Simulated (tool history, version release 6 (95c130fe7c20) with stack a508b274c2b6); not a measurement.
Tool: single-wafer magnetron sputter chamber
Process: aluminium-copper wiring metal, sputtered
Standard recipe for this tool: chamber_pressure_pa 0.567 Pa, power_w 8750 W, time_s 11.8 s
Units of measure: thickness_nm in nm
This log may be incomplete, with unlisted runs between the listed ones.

run	day	chamber_pressure_pa	power_w	time_s	read-back reference wafer on the same gauge, thickness_nm	thickness_nm
1	0	0.567	8750	11.8	131.347	151.472
2	2.962	0.567	8750	10.8	131.169	139.918
3	4.833	0.567	8750	10.8	131.137	141.016
4	7.346	0.567	8750	11.8	130.958	151.83
5	8.542	0.567	8750	11.8	131.066	153.138
6	11.388	0.567	8750	11.8	130.953	152.691
7	13.221	0.404	9900	11.8	131.05	183.659
8	14.829	0.404	9900	11.8	131.362	182.153
9	17.242	0.508	9550	11.8	130.731	170.878
10	19.979	0.694	10000	13	131.092	182.887
11	22.646	0.567	8750	11.8	131.133	151.986
12	25.408	0.567	6600	11.8	130.851	115.566
13	27.671	0.694	8750	11.8	130.947	147.256
14	29.808	0.567	8750	11.8	130.876	153.174
15	32.258	0.688	8750	11.8	131.16	147.502
16	34.979	0.678	10200	9.5	130.719	137.406
17	37.9	0.678	7500	11.8	131.08	126.237
18	40.254	0.567	8750	11.8	131.187	153.243
19	41.342	0.458	8750	11.8	131.015	159.304

Not shown here: 7 entries made in the log between runs. Locate each between two listed runs and compare the hidden state at the listed run before it with the hidden state at the listed run after it:
Logged between run 3 and run 4: sputter target and shields replaced (day 6.908)
  the hidden state is the same at both runs
Logged between run 7 and run 8: magnet pack replaced (day 14.658)
  the hidden state is the same at both runs
Logged between run 8 and run 9: gauge calibrated (day 14.962); sputter target and shields replaced (day 15.671); capacitance manometer re-zeroed and calibrated (day 17.196)
  the hidden state is the same at both runs
Logged between run 11 and run 12: sputter target and shields replaced (day 24.262)
  the hidden state is the same at both runs
Logged between run 15 and run 16: sputter target and shields replaced (day 34.338)
  the hidden state is the same at both runs
